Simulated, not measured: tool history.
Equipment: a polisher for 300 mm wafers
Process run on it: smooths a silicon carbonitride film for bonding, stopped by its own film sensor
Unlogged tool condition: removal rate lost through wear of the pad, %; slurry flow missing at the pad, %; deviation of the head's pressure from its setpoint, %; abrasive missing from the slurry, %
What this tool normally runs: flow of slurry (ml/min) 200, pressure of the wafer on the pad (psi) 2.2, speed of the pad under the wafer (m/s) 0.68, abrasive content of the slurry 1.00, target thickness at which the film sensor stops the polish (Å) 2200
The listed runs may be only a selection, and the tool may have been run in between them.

run	hour	flow of slurry (ml/min)	pressure of the wafer on the pad (psi)	speed of the pad under the wafer (m/s)	abrasive content of the slurry	target thickness at which the film sensor stops the polish (Å)	wafers since the last listed run	wafers polished on this pad	hours since the slurry nozzle was cleaned	hours since the head pressure was calibrated	hours since the slurry blender was calibrated	incoming thickness of the incoming film, nm	time until the film sensor stopped the polish (s)
1	0.0	230	2.2	0.68	1.00	2200	0	1245	99.8	293.7	417.7	238.9	98.8
2	52.6	230	2.2	0.68	1.00	2200	429	1674	152.4	346.3	470.3	243.1	122.1
# hour 97.3: slurry blender recalibrated
3	100.2	200	2.2	0.68	1.00	2200	371	2046	200.0	393.9	2.9	238.0	99.3
# hour 142.7: worn pad replaced by a new one
4	172.2	200	2.2	0.68	1.00	2240	554	240	272.0	465.9	74.9	240.9	93.5
5	215.7	200	2.2	0.68	1.00	2240	354	595	315.5	509.4	118.4	235.3	63.6
6	255.1	200	2.2	0.68	1.00	2240	321	916	354.9	548.8	157.8	239.5	87.4
7	294.6	200	2.2	0.56	1.00	2200	322	1239	394.4	588.3	197.3	241.3	143.5
8	342.6	200	2.2	0.56	1.00	2200	391	1630	442.4	636.3	245.3	239.2	129.1
# hour 377.5: slurry nozzle cleaned
9	414.3	200	2.2	0.56	1.00	2200	576	2207	36.8	708.0	317.0	237.1	107.9
# hour 465.6: worn pad replaced by a new one
10	485.7	200	2.2	0.68	1.00	2200	549	163	108.2	779.4	388.4	241.7	116.9
11	514.1	200	2.2	0.68	1.00	2200	231	395	136.6	807.8	416.8	241.1	115.0
# hour 540.6: slurry blender recalibrated
12	555.0	200	2.2	0.68	1.10	2200	317	712	177.5	848.7	14.4	237.1	89.4
13	586.9	200	2.2	0.68	1.10	2200	260	973	209.4	880.6	46.3	236.9	89.7
14	611.1	200	2.2	0.68	1.10	2200	197	1170	233.6	904.8	70.5	239.6	105.7
15	658.7	200	2.2	0.68	1.25	2200	388	1558	281.2	952.4	118.1	244.7	124.4
# hour 671.3: head pressure recalibrated
16	725.1	200	1.9	0.54	0.90	2240	525	2083	347.6	53.8	184.5	242.6	149.2
# hour 753.7: worn pad replaced by a new one
17	792.6	200	2.2	0.68	1.10	2200	517	316	415.1	121.3	252.0	236.9	94.5
18	843.0	200	2.2	0.68	1.00	2240	411	728	465.5	171.7	302.4	241.1	97.3
19	906.9	200	2.2	0.68	1.00	2200	521	1249	529.4	235.6	366.3	241.5	124.3
# hour 930.1: slurry nozzle cleaned
20	957.5	240	2.2	0.68	1.25	2200	404	1653	27.4	286.2	416.9	239.5	96.1
21	988.5	240	2.2	0.68	1.00	2200	252	1906	58.4	317.2	447.9	242.9	121.3
22	1027.3	200	1.9	0.54	0.90	2240	316	2223	97.2	356.0	486.7	239.3	119.1
# hour 1035.7: slurry blender recalibrated
# hour 1058.2: worn pad replaced by a new one
23	1090.1	235	2.9	0.68	1.00	2200	463	259	160.0	418.8	54.4	237.5	70.9
24	1206.8	200	2.7	0.68	1.10	2200	951	1211	276.7	535.5	171.1	237.8	78.3
25	1259.5	240	1.8	0.58	1.00	2200	429	1641	329.4	588.2	223.8	243.7	176.4
26	1309.8	200	2.5	0.88	1.25	2200	410	2051	379.7	638.5	274.1	241.3	79.2
27	1350.1	200	2.9	0.50	1.00	2200	328	2380	420.0	678.8	314.4	240.0	110.1
# hour 1356.6: slurry nozzle cleaned
# hour 1385.5: worn pad replaced by a new one
28	1408.6	200	2.2	0.56	1.00	2200	436	188	52.0	737.3	372.9	237.2	107.8
29	1472.8	255	2.2	0.68	1.00	2230	523	711	116.2	801.5	437.1	240.3	90.6

What if the next run were any one of these 5? Each begins from the tool's condition after run 29:
A	1473.2	200	2.5	0.68	1.00	2200	3	715	116.6	801.9	437.5	241.1	?
B	1473.2	200	2.2	0.68	1.00	2150	3	715	116.6	801.9	437.5	241.1	?
C	1473.2	250	2.7	0.48	0.90	2200	3	715	116.6	801.9	437.5	241.1	?
D	1473.2	200	1.5	0.86	1.00	2200	3	715	116.6	801.9	437.5	241.1	?
E	1473.2	200	2.2	0.68	1.00	2170	3	715	116.6	801.9	437.5	241.1	?

run	time until the film sensor stopped the polish (s)
A	102.3
B	143.8
C	126.7
D	141.3
E	132.8
Without the tool's unlogged condition, the same runs would have read:
run	time until the film sensor stopped the polish (s)
A	100.3
B	141.0
C	124.6
D	138.5
E	130.2

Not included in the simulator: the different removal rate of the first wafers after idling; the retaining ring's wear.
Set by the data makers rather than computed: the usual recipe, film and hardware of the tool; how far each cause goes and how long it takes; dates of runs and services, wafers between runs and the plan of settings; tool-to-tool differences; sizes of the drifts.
